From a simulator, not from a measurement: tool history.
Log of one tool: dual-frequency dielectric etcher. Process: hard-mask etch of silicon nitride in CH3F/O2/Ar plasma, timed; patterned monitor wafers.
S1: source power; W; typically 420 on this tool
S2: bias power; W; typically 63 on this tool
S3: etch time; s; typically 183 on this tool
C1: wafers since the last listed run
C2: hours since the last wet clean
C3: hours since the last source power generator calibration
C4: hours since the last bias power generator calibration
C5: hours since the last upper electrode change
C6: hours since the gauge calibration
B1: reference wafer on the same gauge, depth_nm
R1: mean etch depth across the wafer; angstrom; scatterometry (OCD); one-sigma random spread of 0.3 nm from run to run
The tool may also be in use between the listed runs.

{"run": 1, "hour": 0.0, "S1": 420, "S2": 63, "S3": 183, "C1": 0, "C2": 245.7, "C3": 1266.4, "C4": 1474.1, "C5": 3656.1, "C6": 473, "B1": 118.9, "R1": 1363}
{"run": 2, "hour": 53.3, "S1": 420, "S2": 63, "S3": 183, "C1": 430, "C2": 299, "C3": 1319.7, "C4": 1527.4, "C5": 3709.4, "C6": 526.3, "B1": 119, "R1": 1354}
{"run": 3, "hour": 119.6, "S1": 420, "S2": 63, "S3": 183, "C1": 535, "C2": 365.3, "C3": 1386, "C4": 1593.7, "C5": 3775.7, "C6": 592.6, "B1": 119.1, "R1": 1354}
{"run": 4, "hour": 186.7, "S1": 420, "S2": 63, "S3": 183, "C1": 541, "C2": 432.4, "C3": 1453.1, "C4": 1660.8, "C5": 3842.8, "C6": 659.7, "B1": 119.1, "R1": 1351}
{"run": 5, "hour": 213.1, "S1": 420, "S2": 63, "S3": 183, "C1": 213, "C2": 458.8, "C3": 1479.5, "C4": 1687.2, "C5": 3869.2, "C6": 686.1, "B1": 118.9, "R1": 1347}
{"run": 6, "hour": 256.3, "S1": 420, "S2": 63, "S3": 183, "C1": 348, "C2": 502, "C3": 1522.7, "C4": 1730.4, "C5": 3912.4, "C6": 729.3, "B1": 119, "R1": 1344}
{"run": 7, "hour": 283.4, "S1": 420, "S2": 72, "S3": 183, "C1": 218, "C2": 529.1, "C3": 1549.8, "C4": 1757.5, "C5": 3939.5, "C6": 756.4, "B1": 119, "R1": 1379}
{"hour": 331.0, "done": "wet clean of the chamber"}
{"run": 8, "hour": 344.6, "S1": 420, "S2": 72, "S3": 183, "C1": 300, "C2": 13.6, "C3": 1611, "C4": 1818.7, "C5": 4000.7, "C6": 817.6, "B1": 119.1, "R1": 1407}
{"hour": 374.6, "done": "source power generator calibrated"}
{"run": 9, "hour": 409.8, "S1": 420, "S2": 72, "S3": 183, "C1": 493, "C2": 78.8, "C3": 35.2, "C4": 1883.9, "C5": 4065.9, "C6": 882.8, "B1": 118.9, "R1": 1379}
{"run": 10, "hour": 457.0, "S1": 420, "S2": 63, "S3": 183, "C1": 380, "C2": 126, "C3": 82.4, "C4": 1931.1, "C5": 4113.1, "C6": 930, "B1": 119, "R1": 1342}
{"run": 11, "hour": 506.0, "S1": 420, "S2": 63, "S3": 183, "C1": 395, "C2": 175, "C3": 131.4, "C4": 1980.1, "C5": 4162.1, "C6": 979, "B1": 119, "R1": 1345}
{"run": 12, "hour": 543.6, "S1": 460, "S2": 75, "S3": 159.5, "C1": 303, "C2": 212.6, "C3": 169, "C4": 2017.7, "C5": 4199.7, "C6": 1016.6, "B1": 119, "R1": 1250}
{"run": 13, "hour": 576.1, "S1": 350, "S2": 63, "S3": 217.5, "C1": 262, "C2": 245.1, "C3": 201.5, "C4": 2050.2, "C5": 4232.2, "C6": 1049.1, "B1": 119, "R1": 1488}
{"run": 14, "hour": 609.9, "S1": 420, "S2": 63, "S3": 183, "C1": 272, "C2": 278.9, "C3": 235.3, "C4": 2084, "C5": 4266, "C6": 1082.9, "B1": 119, "R1": 1339}
{"run": 15, "hour": 662.3, "S1": 370, "S2": 57, "S3": 225.5, "C1": 422, "C2": 331.3, "C3": 287.7, "C4": 2136.4, "C5": 4318.4, "C6": 1135.3, "B1": 118.9, "R1": 1548}
{"run": 16, "hour": 698.0, "S1": 420, "S2": 63, "S3": 183, "C1": 288, "C2": 367, "C3": 323.4, "C4": 2172.1, "C5": 4354.1, "C6": 1171, "B1": 119, "R1": 1338}
{"run": 17, "hour": 724.4, "S1": 420, "S2": 63, "S3": 183, "C1": 213, "C2": 393.4, "C3": 349.8, "C4": 2198.5, "C5": 4380.5, "C6": 1197.4, "B1": 119, "R1": 1333}
{"run": 18, "hour": 759.9, "S1": 330, "S2": 47, "S3": 152.5, "C1": 286, "C2": 428.9, "C3": 385.3, "C4": 2234, "C5": 4416, "C6": 1232.9, "B1": 119, "R1": 973}
{"run": 19, "hour": 793.9, "S1": 420, "S2": 63, "S3": 183, "C1": 274, "C2": 462.9, "C3": 419.3, "C4": 2268, "C5": 4450, "C6": 1266.9, "B1": 119.1, "R1": 1337}
{"hour": 879.8, "done": "upper electrode replaced"}
{"hour": 903.4, "done": "wet clean of the chamber"}
{"hour": 915.6, "done": "gauge calibrated"}
{"hour": 921.6, "done": "bias power generator calibrated"}
{"run": 20, "hour": 981.8, "S1": 420, "S2": 63, "S3": 183, "C1": 1100, "C2": 78.4, "C3": 607.2, "C4": 60.2, "C5": 102, "C6": 66.2, "B1": 119.1, "R1": 1361}
{"run": 21, "hour": 1032.8, "S1": 380, "S2": 63, "S3": 183, "C1": 411, "C2": 129.4, "C3": 658.2, "C4": 111.2, "C5": 153, "C6": 117.2, "B1": 119.2, "R1": 1309}
{"run": 22, "hour": 1104.6, "S1": 460, "S2": 78, "S3": 141.5, "C1": 579, "C2": 201.2, "C3": 730, "C4": 183, "C5": 224.8, "C6": 189, "B1": 118.8, "R1": 1131}
{"run": 23, "hour": 1154.4, "S1": 480, "S2": 63, "S3": 205.5, "C1": 401, "C2": 251, "C3": 779.8, "C4": 232.8, "C5": 274.6, "C6": 238.8, "B1": 119, "R1": 1599}

Predict each of these 3 candidate next runs independently; none follows another, all start after run 23:
{"run": "A", "hour": 1154.9, "S1": 420, "S2": 63, "S3": 183, "C1": 4, "C2": 251.5, "C3": 780.3, "C4": 233.3, "C5": 275.1, "C6": 239.3, "B1": "?", "R1": "?"}
{"run": "B", "hour": 1154.9, "S1": 360, "S2": 69, "S3": 183, "C1": 4, "C2": 251.5, "C3": 780.3, "C4": 233.3, "C5": 275.1, "C6": 239.3, "B1": "?", "R1": "?"}
{"run": "C", "hour": 1154.9, "S1": 360, "S2": 51, "S3": 152, "C1": 4, "C2": 251.5, "C3": 780.3, "C4": 233.3, "C5": 275.1, "C6": 239.3, "B1": "?", "R1": "?"}

run=A B1=118.9 R1=1354
run=B B1=118.9 R1=1304
run=C B1=118.9 R1=1023
With the hidden condition removed and each run's random variation left untouched, the same runs would have given:
run=A R1=1345
run=B R1=1296
run=C R1=1016
